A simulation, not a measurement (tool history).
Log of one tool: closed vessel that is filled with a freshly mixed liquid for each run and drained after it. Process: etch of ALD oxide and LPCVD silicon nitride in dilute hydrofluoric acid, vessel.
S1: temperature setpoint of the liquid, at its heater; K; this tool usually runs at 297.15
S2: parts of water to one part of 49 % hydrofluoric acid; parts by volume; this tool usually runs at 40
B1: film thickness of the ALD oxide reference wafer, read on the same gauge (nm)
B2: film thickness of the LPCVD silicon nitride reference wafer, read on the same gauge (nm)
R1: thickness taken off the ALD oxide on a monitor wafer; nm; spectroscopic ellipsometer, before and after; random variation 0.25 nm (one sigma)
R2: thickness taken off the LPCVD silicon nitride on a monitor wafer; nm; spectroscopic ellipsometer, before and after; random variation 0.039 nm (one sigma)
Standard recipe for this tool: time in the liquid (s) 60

Run 1, hour 0.0: usual settings but S2 25 parts by volume, time in the liquid (s) 55; B1 60.01; B2 40.021. Result: R1 62.22 nm, R2 0.844 nm.
Run 2, hour 11.4: usual settings but S2 25 parts by volume, time in the liquid (s) 55; B1 59.99; B2 40.029. Result: R1 62.05 nm, R2 0.748 nm.
Run 3, hour 25.2: usual settings but S1 296.15 K, S2 45 parts by volume; B1 59.98; B2 39.988. Result: R1 34.55 nm, R2 0.443 nm.
Run 4, hour 42.7: usual settings but S1 296.15 K, S2 45 parts by volume; B1 60.01; B2 39.976. Result: R1 34.78 nm, R2 0.461 nm.
Run 5, hour 50.7: usual settings but S1 295.15 K; B1 60.00; B2 40.025. Result: R1 37.48 nm, R2 0.427 nm.
Run 6, hour 67.0: usual settings but S1 295.15 K; B1 60.00; B2 40.044. Result: R1 43.25 nm, R2 0.489 nm.
Run 7, hour 73.6: usual settings but S1 295.65 K; B1 60.00; B2 40.005. Result: R1 44.27 nm, R2 0.540 nm.
Run 8, hour 90.9: usual settings but S2 55 parts by volume, time in the liquid (s) 95; B1 59.98; B2 40.018. Result: R1 52.64 nm, R2 0.699 nm.
Run 9, hour 102.7: usual settings; B1 59.97; B2 40.000. Result: R1 47.02 nm, R2 0.573 nm.
Run 10, hour 110.9: usual settings but S1 293.65 K, S2 30 parts by volume; B1 59.97; B2 39.964. Result: R1 54.56 nm, R2 0.656 nm.
Run 11, hour 118.0: usual settings but S2 25 parts by volume; B1 59.99; B2 40.016. Result: R1 76.97 nm, R2 1.019 nm.
Run 12, hour 127.7: usual settings but S1 299.65 K, time in the liquid (s) 45; B1 60.02; B2 39.999. Result: R1 38.97 nm, R2 0.546 nm.
Run 13, hour 140.3: usual settings but S2 35 parts by volume; B1 60.01; B2 39.999. Result: R1 53.70 nm, R2 0.706 nm.
Run 14, hour 147.7: usual settings but S1 302.15 K, S2 50 parts by volume, time in the liquid (s) 50; B1 60.02; B2 39.970. Result: R1 37.88 nm, R2 0.515 nm.
Run 15, hour 157.1: usual settings but S1 293.65 K, S2 30 parts by volume; B1 60.00; B2 39.987. Result: R1 54.79 nm, R2 0.609 nm.
Run 16, hour 173.6: usual settings; B1 60.01; B2 40.025. Result: R1 46.80 nm, R2 0.597 nm.
Run 17, hour 187.6: usual settings; B1 59.98; B2 39.980. Result: R1 47.01 nm, R2 0.589 nm.
Run 18, hour 199.2: usual settings but S1 294.15 K, S2 45 parts by volume, time in the liquid (s) 75; B1 60.00; B2 39.985. Result: R1 45.52 nm, R2 0.512 nm.
Run 19, hour 214.3: usual settings but S1 294.65 K, time in the liquid (s) 30; B1 60.00; B2 40.043. Result: R1 20.79 nm, R2 0.260 nm.
Run 20, hour 227.1: usual settings but S1 292.65 K; B1 59.98; B2 39.980. Result: R1 38.68 nm, R2 0.422 nm.
Run 21, hour 233.4: usual settings but S1 294.15 K, time in the liquid (s) 90; B1 59.99; B2 39.987. Result: R1 62.00 nm, R2 0.702 nm.
Run 22, hour 241.7: usual settings but S2 55 parts by volume; B1 59.99; B2 40.004. Result: R1 33.26 nm, R2 0.446 nm.
Run 23, hour 274.5: usual settings but S1 292.65 K, time in the liquid (s) 85; B1 60.01; B2 39.994. Result: R1 54.58 nm, R2 0.609 nm.
Run 24, hour 282.1: usual settings; B1 59.98; B2 39.991. Result: R1 46.40 nm, R2 0.616 nm.
Run 25, hour 292.5: usual settings but time in the liquid (s) 40; B1 60.02; B2 40.015. Result: R1 31.06 nm, R2 0.393 nm.
Run 26, hour 301.3: usual settings but time in the liquid (s) 75; B1 60.03; B2 40.015. Result: R1 58.23 nm, R2 0.662 nm.
Run 27, hour 316.9: usual settings but S1 299.15 K, S2 45 parts by volume, time in the liquid (s) 45; B1 60.01; B2 40.029. Result: R1 33.17 nm, R2 0.450 nm.

Taken out of this log: 3 entries between the listed runs. Where each belongs, and how the hidden state differs across it:
Runs 2 to 3: gauge calibrated (hour 25.0)
  hydrofluoric acid flow below the setpoint (%): 12.8 -> 12.9
  measured value less the no-hidden-state value, R1: -9.47 -> -5.45 nm; R2: -0.105 -> -0.064 nm
Runs 5 to 6: hydrofluoric acid flow meter replaced (hour 53.0)
  hydrofluoric acid flow below the setpoint (%): 13 -> 0.795
  measured value less the no-hidden-state value, R1: -5.93 -> -0.37 nm; R2: -0.062 -> -0.003 nm
Runs 8 to 9: thermometer replaced (hour 102.0)
  hydrofluoric acid flow below the setpoint (%): 0.912 -> 0.969
  measured value less the no-hidden-state value, R1: -0.52 -> -0.48 nm; R2: -0.007 -> -0.005 nm

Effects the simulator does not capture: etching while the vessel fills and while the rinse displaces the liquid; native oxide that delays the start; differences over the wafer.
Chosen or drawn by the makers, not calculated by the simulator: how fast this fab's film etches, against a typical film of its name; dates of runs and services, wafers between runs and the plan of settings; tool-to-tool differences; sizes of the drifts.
